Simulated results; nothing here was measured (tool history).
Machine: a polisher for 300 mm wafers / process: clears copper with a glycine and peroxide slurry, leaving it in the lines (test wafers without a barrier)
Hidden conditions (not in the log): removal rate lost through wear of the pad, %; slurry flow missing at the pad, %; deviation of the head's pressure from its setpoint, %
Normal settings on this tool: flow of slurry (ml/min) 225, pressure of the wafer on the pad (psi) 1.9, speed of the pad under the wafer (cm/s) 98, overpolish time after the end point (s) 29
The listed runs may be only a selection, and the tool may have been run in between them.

run,hour,flow of slurry (ml/min),pressure of the wafer on the pad (psi),speed of the pad under the wafer (cm/s),overpolish time after the end point (s),wafers since the last listed run,wafers polished on this pad,hours since the slurry nozzle was cleaned,hours since the head pressure was calibrated,"incoming thickness of the incoming film, nm",time until the end point was called (s),dishing of a wide line in a test structure (nm)
1,0,225,1.9,90,29,0,1255,810.4,162.9,304.4,90.3,44
2,16,225,1.9,72,29,146,1401,826.4,178.9,303.7,106.2,39.6
3,32.2,225,1.9,72,29,147,1549,842.6,195.1,301.7,107.7,41.1
4,58.3,225,1.9,98,29,238,1787,868.7,221.2,305,89.7,43
5,94.2,175,1.9,98,29,327,2115,904.6,257.1,309.4,100.3,41.5
# hour 107: worn pad replaced by a new one
6,127.6,225,1.5,98,29,268,187,938,290.5,306.4,94.7,40.6
7,157.5,225,1.5,98,29,273,460,967.9,320.4,305.8,97.3,41.3
8,173.6,275,1.9,98,29,147,607,984,336.5,304.7,78.2,45.6
9,197.1,225,1.9,98,29,214,822,1007.5,360,302.7,79.5,44.5
# hour 206.7: slurry nozzle cleaned
10,218.3,225,1.9,98,29,184,1006,11.6,381.2,308.9,81.5,44.1
11,245.2,225,1.9,98,29,245,1252,38.5,408.1,306.7,84.7,44.6
12,271.3,225,1.9,108,19,238,1490,64.6,434.2,303.8,79.1,37.3
# hour 302.7: worn pad replaced by a new one
13,304.7,225,1.9,98,29,268,18,98,467.6,310.1,81.2,44.1
14,319.8,225,1.9,72,29,137,156,113.1,482.7,302.2,100.5,43.4
15,342,225,1.9,98,29,202,358,135.3,504.9,305.4,80.1,44.8
# hour 360.6: head pressure recalibrated
16,365,225,2.2,128,23,191,550,158.3,4.4,306.9,59.1,44.6
17,386.8,225,2.6,122,45,199,749,180.1,26.2,306.2,53.1,51.7
18,416.1,150,1.7,80,13,267,1017,209.4,55.5,305.3,112.2,23.7
19,444.9,225,1.9,98,29,262,1280,238.2,84.3,302,80.9,43
20,475.8,175,1.9,128,29,282,1562,269.1,115.2,302.2,71.6,44.8
21,498.5,145,1.9,82,35,207,1769,291.8,137.9,304,108.5,43.1
# hour 508.3: worn pad replaced by a new one
22,523,225,1.9,98,29,187,133,316.3,162.4,300.5,78.3,44.2
23,539.5,195,1.9,118,36,150,284,332.8,178.9,304.9,70.6,48.2

The next listed run, before its measurement:
24,558.9,225,1.9,98,43,177,461,352.2,198.3,301.9,?,?

{"run 24": {"time until the end point was called (s)": 77.3, "dishing of a wide line in a test structure (nm)": 49.7}}
With no hidden state in the tool, this same run would have given time until the end point was called (s) 76.4, dishing of a wide line in a test structure (nm) 49.8.
